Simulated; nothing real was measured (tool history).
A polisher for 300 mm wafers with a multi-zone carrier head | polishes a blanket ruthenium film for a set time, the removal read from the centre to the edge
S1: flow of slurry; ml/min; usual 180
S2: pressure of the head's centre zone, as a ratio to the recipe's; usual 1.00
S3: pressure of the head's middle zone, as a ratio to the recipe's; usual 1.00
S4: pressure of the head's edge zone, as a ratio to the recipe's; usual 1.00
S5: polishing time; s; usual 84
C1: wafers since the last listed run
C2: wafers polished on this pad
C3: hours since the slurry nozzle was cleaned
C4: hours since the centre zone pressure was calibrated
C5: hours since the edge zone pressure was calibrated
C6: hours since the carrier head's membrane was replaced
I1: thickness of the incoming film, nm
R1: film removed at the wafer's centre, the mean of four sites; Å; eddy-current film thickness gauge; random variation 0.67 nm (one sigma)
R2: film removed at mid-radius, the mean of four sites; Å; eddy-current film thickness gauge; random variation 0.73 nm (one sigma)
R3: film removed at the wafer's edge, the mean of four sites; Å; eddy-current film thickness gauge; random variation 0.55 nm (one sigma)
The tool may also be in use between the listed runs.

run   hour   S1    S2    S3    S4   S5   C1    C2     C3     C4     C5      C6     I1   R1   R2   R3
  1    0.0  180  1.00  1.00  1.00  105    0   535  420.5  574.9  542.9  1617.2  395.7  857  811  819
  2   15.6  165  1.00  1.00  1.00   84  111   647  436.1  590.5  558.5  1632.8  400.3  687  643  652
  3   50.4  180  1.00  1.00  1.00   84  249   897  470.9  625.3  593.3  1667.6  399.7  712  639  650
      82.3  -- carrier head's membrane replaced by a new one
      88.2  -- worn pad replaced by a new one
      94.7  -- centre zone pressure recalibrated
  4  106.3  180  1.00  1.00  1.00   84  322   115  526.8   11.6  649.2    24.0  400.4  669  662  648
  5  137.1  180  1.00  1.00  1.00   84  220   336  557.6   42.4  680.0    54.8  400.4  673  642  649
  6  172.3  180  1.00  1.00  1.00   84  252   589  592.8   77.6  715.2    90.0  403.7  663  639  651
  7  194.3  180  1.00  1.00  1.00   84  157   746  614.8   99.6  737.2   112.0  400.8  674  644  653
  8  215.9  180  1.00  1.00  0.91  100  154   901  636.4  121.2  758.8   133.6  395.3  805  772  738
     219.8  -- slurry nozzle cleaned
  9  235.8  180  1.00  0.90  1.00   84  135  1037   16.0  141.1  778.7   153.5  396.6  665  606  659
 10  254.1  180  1.00  0.90  1.00   84  131  1168   34.3  159.4  797.0   171.8  400.3  684  599  660
     269.2  -- worn pad replaced by a new one, of another model than before
     279.6  -- edge zone pressure recalibrated
 11  283.8  180  1.00  1.00  1.00   84  170    90   64.0  189.1    4.2   201.5  396.3  668  639  657
 12  314.3  180  1.00  1.00  1.00   84  218   309   94.5  219.6   34.7   232.0  397.1  683  646  645
 13  339.8  180  1.00  1.00  1.00   84  182   492  120.0  245.1   60.2   257.5  403.6  689  636  641
 14  408.6  160  1.00  1.09  1.00   84  493   985  188.8  313.9  129.0   326.3  396.2  661  657  629
     426.3  -- worn pad replaced by a new one
 15  440.6  180  1.00  0.93  0.92   84  200   102  220.8  345.9  161.0   358.3  398.8  674  609  624
 16  464.6  160  1.00  1.00  1.00   84  172   274  244.8  369.9  185.0   382.3  391.1  654  624  646
 17  498.6  180  0.90  1.00  1.00   84  243   518  278.8  403.9  219.0   416.3  400.1  626  645  651
 18  527.0  180  1.00  1.00  1.00   84  203   722  307.2  432.3  247.4   444.7  401.0  699  631  657
 19  539.7  240  1.00  1.08  1.00  100   91   813  319.9  445.0  260.1   457.4  402.5  864  880  811
 20  554.9  180  1.08  1.00  1.00  103  109   922  335.1  460.2  275.3   472.6  394.9  896  784  804
 21  586.4  180  1.00  1.00  1.00   84  226  1148  366.6  491.7  306.8   504.1  405.0  695  653  654
     595.3  -- worn pad replaced by a new one
 22  609.7  220  1.00  1.00  1.00   84  138   102  389.9  515.0  330.1   527.4  404.4  725  661  676

Hidden state or all else? Some run-to-run changes of R1, split into what the settings, what came in and random variation would give without the hidden state, and what is left for the hidden state (with any gauge scatter that isn't in both results):
The hidden state here: removal rate lost through wear of the pad, %; slurry flow missing at the pad, %; deviation of the centre zone's pressure from its setpoint, %; deviation of the edge zone's pressure from its setpoint, %.
Run 1 -> 2: S1 180 -> 165, S5 105 -> 84. R1 -170 Å: hidden state -8, all else -162.
Run 3 -> 4: carrier head's membrane replaced by a new one, worn pad replaced by a new one, centre zone pressure recalibrated. R1 -43 Å: hidden state -36, all else -7.
Run 18 -> 19: S1 180 -> 240, S3 1.00 -> 1.08, S5 84 -> 100. R1 +165 Å: hidden state +9, all else +156.
Run 20 -> 21: S2 1.08 -> 1.00, S5 103 -> 84. R1 -201 Å: hidden state -7, all else -194.
